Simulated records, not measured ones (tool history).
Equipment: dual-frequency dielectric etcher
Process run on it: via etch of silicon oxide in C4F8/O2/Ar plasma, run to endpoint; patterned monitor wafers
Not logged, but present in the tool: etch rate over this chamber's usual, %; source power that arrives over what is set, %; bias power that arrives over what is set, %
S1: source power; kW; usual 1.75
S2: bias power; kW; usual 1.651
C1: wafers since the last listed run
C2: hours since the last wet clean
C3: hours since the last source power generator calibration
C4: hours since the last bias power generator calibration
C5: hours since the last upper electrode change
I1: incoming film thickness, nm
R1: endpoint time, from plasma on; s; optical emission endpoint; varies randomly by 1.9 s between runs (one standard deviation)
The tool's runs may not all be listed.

run	hour	S1	S2	C1	C2	C3	C4	C5	I1	R1
1	0	2.08	1.651	0	106.9	3097.6	3584.4	1380.7	1529	307.5
2	17.8	2.08	1.651	144	124.7	3115.4	3602.2	1398.5	1536.8	310
3	38.2	2.08	1.651	165	145.1	3135.8	3622.6	1418.9	1533.2	312.3
4	56.6	1.75	1.651	149	163.5	3154.2	3641	1437.3	1529.5	345.8
5	86.3	1.75	1.651	241	193.2	3183.9	3670.7	1467	1544.1	354.3
6	159.8	1.85	1.975	597	266.7	3257.4	3744.2	1540.5	1535.5	318.4
7	174	1.75	1.651	115	280.9	3271.6	3758.4	1554.7	1534.7	354.9
8	194.1	1.75	1.651	163	301	3291.7	3778.5	1574.8	1518.7	349.9
9	228.4	1.9	1.651	278	335.3	3326	3812.8	1609.1	1547.8	340.5
10	255.7	1.75	1.651	222	362.6	3353.3	3840.1	1636.4	1525.8	353.5
11	273.9	1.75	1.651	148	380.8	3371.5	3858.3	1654.6	1531.3	358.8
12	289.3	1.49	1.651	125	396.2	3386.9	3873.7	1670	1545.7	398.3
13	325	1.49	1.651	290	431.9	3422.6	3909.4	1705.7	1538.4	403.9
# hour 375.4: wet clean of the chamber
14	375.9	1.5	1.651	218	0.5	3473.5	3960.3	1756.6	1542.1	380.1
15	388.5	1.75	1.651	102	13.1	3486.1	3972.9	1769.2	1538.1	344
16	406.6	1.75	1.651	147	31.2	3504.2	3991	1787.3	1533.4	342.7
17	441.4	1.75	1.651	283	66	3539	4025.8	1822.1	1526.6	341.8
18	463.9	1.97	1.794	183	88.5	3561.5	4048.3	1844.6	1539.5	311
19	489.5	2.08	1.288	208	114.1	3587.1	4073.9	1870.2	1542.6	341.2
# hour 575.8: bias power generator calibrated
20	590.7	1.75	1.946	790	215.3	3688.3	14.9	1971.4	1529.6	330.5
21	614.3	2.11	1.44	191	238.9	3711.9	38.5	1995	1538.8	328.1
# hour 646.7: upper electrode replaced
22	647.2	1.52	1.651	72	271.8	3744.8	71.4	0.5	1531.6	384.4
23	652.2	2.11	1.825	40	276.8	3749.8	76.4	5.5	1533.4	302.4
# hour 666.9: source power generator calibrated
24	687.2	1.75	1.92	252	311.8	20.3	111.4	40.5	1548.9	334.6
25	719.9	1.35	1.984	265	344.5	53	144.1	73.2	1531.9	397.9
26	741.6	1.75	1.651	176	366.2	74.7	165.8	94.9	1515	355.9
27	773.9	1.34	1.651	262	398.5	107	198.1	127.2	1537.8	429.7
28	785.9	1.75	1.543	97	410.5	119	210.1	139.2	1547.1	371.9
29	800.7	1.75	1.651	120	425.3	133.8	224.9	154	1548.2	363.5
30	835.8	1.75	1.651	285	460.4	168.9	260	189.1	1536.3	363.5

4 options for the next run, each taken on its own from the tool as it stands now. Forecast them:
A	836.3	2.06	1.651	4	460.9	169.4	260.5	189.6	1526.4	?
B	836.3	1.75	1.318	4	460.9	169.4	260.5	189.6	1526.4	?
C	836.3	1.91	1.244	4	460.9	169.4	260.5	189.6	1526.4	?
D	836.3	1.75	1.398	4	460.9	169.4	260.5	189.6	1526.4	?

run	R1
A	325.9
B	392.9
C	379.7
D	384.1
Without the tool's unlogged condition, the same runs would have read:
run	R1
A	306.8
B	369.8
C	357.5
D	361.5
